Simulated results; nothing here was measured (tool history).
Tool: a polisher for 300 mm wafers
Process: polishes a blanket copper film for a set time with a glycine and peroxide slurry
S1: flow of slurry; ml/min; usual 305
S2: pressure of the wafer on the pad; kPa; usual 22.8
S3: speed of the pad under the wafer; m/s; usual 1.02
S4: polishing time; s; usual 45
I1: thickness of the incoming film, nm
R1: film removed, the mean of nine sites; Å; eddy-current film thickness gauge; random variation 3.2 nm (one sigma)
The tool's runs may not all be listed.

{"run": 1, "hour": 0.0, "S1": 305, "S2": 22.8, "S3": 1.02, "S4": 45, "I1": 1815.6, "R1": 2264}
{"hour": 10.8, "done": "worn pad replaced by a new one"}
{"run": 2, "hour": 14.0, "S1": 225, "S2": 22.8, "S3": 1.02, "S4": 45, "I1": 1783.8, "R1": 2379}
{"run": 3, "hour": 46.6, "S1": 305, "S2": 22.8, "S3": 1.02, "S4": 45, "I1": 1825.3, "R1": 2444}
{"run": 4, "hour": 81.1, "S1": 305, "S2": 22.8, "S3": 1.02, "S4": 45, "I1": 1836.2, "R1": 2420}
{"run": 5, "hour": 115.6, "S1": 305, "S2": 22.8, "S3": 0.92, "S4": 36, "I1": 1814.7, "R1": 1766}
{"run": 6, "hour": 136.4, "S1": 305, "S2": 22.8, "S3": 0.92, "S4": 36, "I1": 1813.6, "R1": 1745}
{"run": 7, "hour": 161.7, "S1": 245, "S2": 22.8, "S3": 1.02, "S4": 45, "I1": 1819.9, "R1": 2311}
{"hour": 164.5, "done": "head pressure recalibrated"}
{"hour": 177.5, "done": "slurry nozzle cleaned"}
{"run": 8, "hour": 181.4, "S1": 305, "S2": 22.8, "S3": 1.14, "S4": 45, "I1": 1831.9, "R1": 2426}
{"run": 9, "hour": 193.9, "S1": 305, "S2": 22.8, "S3": 1.14, "S4": 45, "I1": 1816.4, "R1": 2412}
{"run": 10, "hour": 220.1, "S1": 305, "S2": 22.8, "S3": 1.02, "S4": 45, "I1": 1827.1, "R1": 2175}
{"hour": 238.9, "done": "worn pad replaced by a new one"}
{"run": 11, "hour": 252.0, "S1": 305, "S2": 22.8, "S3": 1.02, "S4": 45, "I1": 1845.6, "R1": 2294}
{"run": 12, "hour": 277.1, "S1": 305, "S2": 22.8, "S3": 1.3, "S4": 45, "I1": 1809.4, "R1": 2811}
{"run": 13, "hour": 302.8, "S1": 305, "S2": 22.8, "S3": 1.02, "S4": 53, "I1": 1827.4, "R1": 2676}
{"run": 14, "hour": 324.2, "S1": 305, "S2": 22.8, "S3": 1.02, "S4": 57, "I1": 1835.9, "R1": 2905}
{"run": 15, "hour": 348.4, "S1": 255, "S2": 22.8, "S3": 1.02, "S4": 58, "I1": 1836, "R1": 2901}
{"run": 16, "hour": 375.9, "S1": 305, "S2": 22.8, "S3": 1.02, "S4": 45, "I1": 1830.8, "R1": 2295}
{"run": 17, "hour": 405.9, "S1": 305, "S2": 22.8, "S3": 1.02, "S4": 60, "I1": 1804.3, "R1": 3040}
{"run": 18, "hour": 425.6, "S1": 305, "S2": 22.8, "S3": 1.02, "S4": 45, "I1": 1826.3, "R1": 2246}
{"run": 19, "hour": 446.2, "S1": 305, "S2": 22.8, "S3": 1.22, "S4": 54, "I1": 1830.5, "R1": 3196}
{"hour": 453.2, "done": "worn pad replaced by a new one"}
{"run": 20, "hour": 482.1, "S1": 305, "S2": 22.8, "S3": 0.92, "S4": 45, "I1": 1830.6, "R1": 2244}
{"run": 21, "hour": 517.4, "S1": 305, "S2": 22.8, "S3": 1.02, "S4": 45, "I1": 1845.7, "R1": 2423}
{"hour": 530.7, "done": "slurry nozzle cleaned"}
{"run": 22, "hour": 545.4, "S1": 205, "S2": 25.5, "S3": 0.76, "S4": 60, "I1": 1823, "R1": 2627}
{"run": 23, "hour": 573.6, "S1": 275, "S2": 25.5, "S3": 0.72, "S4": 37, "I1": 1811.1, "R1": 1591}
{"run": 24, "hour": 590.1, "S1": 210, "S2": 22.8, "S3": 1.02, "S4": 45, "I1": 1809.5, "R1": 2257}
{"run": 25, "hour": 609.3, "S1": 340, "S2": 14.5, "S3": 1.02, "S4": 45, "I1": 1835.1, "R1": 1648}
{"run": 26, "hour": 640.9, "S1": 305, "S2": 20.7, "S3": 1.02, "S4": 45, "I1": 1808.2, "R1": 2152}
{"run": 27, "hour": 673.8, "S1": 305, "S2": 22.8, "S3": 0.7, "S4": 57, "I1": 1820.5, "R1": 2174}
{"hour": 687.9, "done": "worn pad replaced by a new one"}
{"run": 28, "hour": 701.4, "S1": 215, "S2": 19.3, "S3": 1.02, "S4": 61, "I1": 1834.2, "R1": 2755}
{"run": 29, "hour": 716.5, "S1": 370, "S2": 22.8, "S3": 0.72, "S4": 40, "I1": 1812.2, "R1": 1644}
{"run": 30, "hour": 737.6, "S1": 215, "S2": 19.3, "S3": 1.02, "S4": 61, "I1": 1815.7, "R1": 2691}
{"run": 31, "hour": 752.8, "S1": 305, "S2": 22.8, "S3": 1.02, "S4": 45, "I1": 1799.2, "R1": 2460}
{"run": 32, "hour": 776.2, "S1": 305, "S2": 22.8, "S3": 1.02, "S4": 45, "I1": 1795.4, "R1": 2500}
{"run": 33, "hour": 805.1, "S1": 305, "S2": 22.8, "S3": 1.02, "S4": 45, "I1": 1822.8, "R1": 2362}
{"run": 34, "hour": 819.1, "S1": 380, "S2": 17.2, "S3": 1.3, "S4": 45, "I1": 1851.2, "R1": 2370}
{"run": 35, "hour": 850.2, "S1": 305, "S2": 22.8, "S3": 1.02, "S4": 45, "I1": 1826.3, "R1": 2358}
{"run": 36, "hour": 879.8, "S1": 400, "S2": 20.7, "S3": 1.02, "S4": 45, "I1": 1832.2, "R1": 2227}

Forecast each of these 5 alternatives for the next run:
{"run": "A", "hour": 880.2, "S1": 305, "S2": 22.8, "S3": 1.12, "S4": 45, "I1": 1806.9, "R1": "?"}
{"run": "B", "hour": 880.2, "S1": 275, "S2": 19.3, "S3": 0.78, "S4": 57, "I1": 1806.9, "R1": "?"}
{"run": "C", "hour": 880.2, "S1": 265, "S2": 19.3, "S3": 1.22, "S4": 45, "I1": 1806.9, "R1": "?"}
{"run": "D", "hour": 880.2, "S1": 395, "S2": 22.8, "S3": 1.02, "S4": 56, "I1": 1806.9, "R1": "?"}
{"run": "E", "hour": 880.2, "S1": 260, "S2": 22.8, "S3": 1.02, "S4": 54, "I1": 1806.9, "R1": "?"}

run=A R1=2562
run=B R1=2067
run=C R1=2362
run=D R1=2997
run=E R1=2793
Without the tool's hidden state the same runs would have given:
run=A R1=2505
run=B R1=2035
run=C R1=2312
run=D R1=2934
run=E R1=2735
